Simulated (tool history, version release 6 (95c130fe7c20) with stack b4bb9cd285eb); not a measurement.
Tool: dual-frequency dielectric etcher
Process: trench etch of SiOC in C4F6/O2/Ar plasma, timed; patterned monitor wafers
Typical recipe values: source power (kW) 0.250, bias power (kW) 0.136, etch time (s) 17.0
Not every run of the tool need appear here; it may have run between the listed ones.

run   hour  source power (kW)  bias power (kW)  etch time (s)  wafers since the last listed run  hours since the last wet clean  hours since the last source power generator calibration  hours since the last bias power generator calibration  hours since the last upper electrode change  hours since the gauge calibration  read-back reference wafer on the same gauge, depth_nm  mean etch depth across the wafer (Å)
  1    0.0              0.250            0.149           17.0                                 0                           130.7                                                   2070.5                                                 1348.1                                       4148.3                             1150.8                                                  23.11                                 268.7
       2.1  -- gauge calibrated
  2   27.8              0.250            0.158           15.0                               271                           158.5                                                   2098.3                                                 1375.9                                       4176.1                               25.7                                                  23.09                                 239.7
  3   52.8              0.250            0.158           15.0                               243                           183.5                                                   2123.3                                                 1400.9                                       4201.1                               50.7                                                  23.09                                 238.7
  4   77.0              0.290            0.136           17.0                               236                           207.7                                                   2147.5                                                 1425.1                                       4225.3                               74.9                                                  23.11                                 285.3
  5  103.1              0.290            0.136           17.0                               254                           233.8                                                   2173.6                                                 1451.2                                       4251.4                              101.0                                                  23.13                                 284.4
  6  117.2              0.290            0.136           17.0                               137                           247.9                                                   2187.7                                                 1465.3                                       4265.5                              115.1                                                  23.09                                 284.5
  7  145.5              0.250            0.136           17.0                               276                           276.2                                                   2216.0                                                 1493.6                                       4293.8                              143.4                                                  23.09                                 262.2
  8  174.6              0.220            0.164           14.5                               283                           305.3                                                   2245.1                                                 1522.7                                       4322.9                              172.5                                                  23.09                                 215.0
  9  192.7              0.250            0.152           21.0                               176                           323.4                                                   2263.2                                                 1540.8                                       4341.0                              190.6                                                  23.10                                 330.4
 10  206.7              0.250            0.136           17.0                               136                           337.4                                                   2277.2                                                 1554.8                                       4355.0                              204.6                                                  23.10                                 260.6
 11  231.9              0.250            0.152           21.0                               245                           362.6                                                   2302.4                                                 1580.0                                       4380.2                              229.8                                                  23.10                                 329.4
 12  264.2              0.250            0.136           17.0                               315                           394.9                                                   2334.7                                                 1612.3                                       4412.5                              262.1                                                  23.10                                 260.5
 13  281.8              0.250            0.136           19.0                               171                           412.5                                                   2352.3                                                 1629.9                                       4430.1                              279.7                                                  23.10                                 291.7
 14  296.3              0.250            0.164           13.5                               141                           427.0                                                   2366.8                                                 1644.4                                       4444.6                              294.2                                                  23.11                                 213.9
     314.3  -- bias power generator calibrated
 15  314.8              0.270            0.158           15.5                               141                           445.5                                                   2385.3                                                    0.5                                       4463.1                              312.7                                                  23.11                                 253.0
 16  334.8              0.250            0.136           17.0                               195                           465.5                                                   2405.3                                                   20.5                                       4483.1                              332.7                                                  23.10                                 259.4
 17  367.3              0.250            0.136           17.0                               317                           498.0                                                   2437.8                                                   53.0                                       4515.6                              365.2                                                  23.13                                 258.2
     393.2  -- upper electrode replaced
     408.8  -- wet clean of the chamber
 18  409.3              0.300            0.120           17.0                                23                             0.5                                                   2479.8                                                   95.0                                         16.1                              407.2                                                  23.12                                 286.9
 19  416.6              0.230            0.136           21.5                                71                             7.8                                                   2487.1                                                  102.3                                         23.4                              414.5                                                  23.07                                 321.2
 20  452.1              0.280            0.136           17.0                               346                            43.3                                                   2522.6                                                  137.8                                         58.9                              450.0                                                  23.06                                 280.7
     465.2  -- source power generator calibrated
 21  471.7              0.250            0.136           15.5                               152                            62.9                                                      6.5                                                  157.4                                         78.5                              469.6                                                  23.08                                 247.5
 22  501.3              0.300            0.136           17.0                               288                            92.5                                                     36.1                                                  187.0                                        108.1                              499.2                                                  23.12                                 299.0
 23  529.7              0.250            0.146           13.5                               277                           120.9                                                     64.5                                                  215.4                                        136.5                              527.6                                                  23.08                                 217.4
 24  543.5              0.280            0.136           17.0                               134                           134.7                                                     78.3                                                  229.2                                        150.3                              541.4                                                  23.09                                 286.4
 25  567.5              0.280            0.136           17.0                               234                           158.7                                                    102.3                                                  253.2                                        174.3                              565.4                                                  23.09                                 286.1
 26  597.0              0.250            0.136           17.0                               287                           188.2                                                    131.8                                                  282.7                                        203.8                              594.9                                                  23.10                                 268.4
 27  632.4              0.250            0.156           19.0                               345                           223.6                                                    167.2                                                  318.1                                        239.2                              630.3                                                  23.08                                 307.1
 28  647.9              0.250            0.108           17.0                               151                           239.1                                                    182.7                                                  333.6                                        254.7                              645.8                                                  23.12                                 257.6
 29  674.7              0.250            0.117           17.0                               261                           265.9                                                    209.5                                                  360.4                                        281.5                              672.6                                                  23.10                                 260.9
 30  708.1              0.250            0.161           17.0                               325                           299.3                                                    242.9                                                  393.8                                        314.9                              706.0                                                  23.11                                 275.2
 31  727.7              0.190            0.136           12.0                               191                           318.9                                                    262.5                                                  413.4                                        334.5                              725.6                                                  23.12                                 160.7

Difference, measured minus no-hidden-state, one row per run. Run-to-run variation is common to both terms; the gauge's own scatter need not be:
Hidden conditions of the tool in this case: etch rate over this chamber's usual, %; source power that arrives over what is set, %; bias power that arrives over what is set, %; gauge reads high (%).
run  mean etch depth across the wafer (Å)
  1                                  -9.0
  2                                  -8.5
  3                                  -8.9
  4                                 -11.1
  5                                 -11.6
  6                                 -11.8
  7                                 -11.4
  8                                  -9.7
  9                                 -15.3
 10                                 -12.4
 11                                 -16.2
 12                                 -13.4
 13                                 -15.4
 14                                 -11.4
 15                                 -13.9
 16                                 -14.6
 17                                 -15.1
 18                                  -8.7
 19                                  -9.8
 20                                  -9.3
 21                                  -2.0
 22                                  -3.0
 23                                  -2.6
 24                                  -3.7
 25                                  -4.1
 26                                  -4.3
 27                                  -5.7
 28                                  -5.1
 29                                  -5.6
 30                                  -6.5
 31                                  -4.0
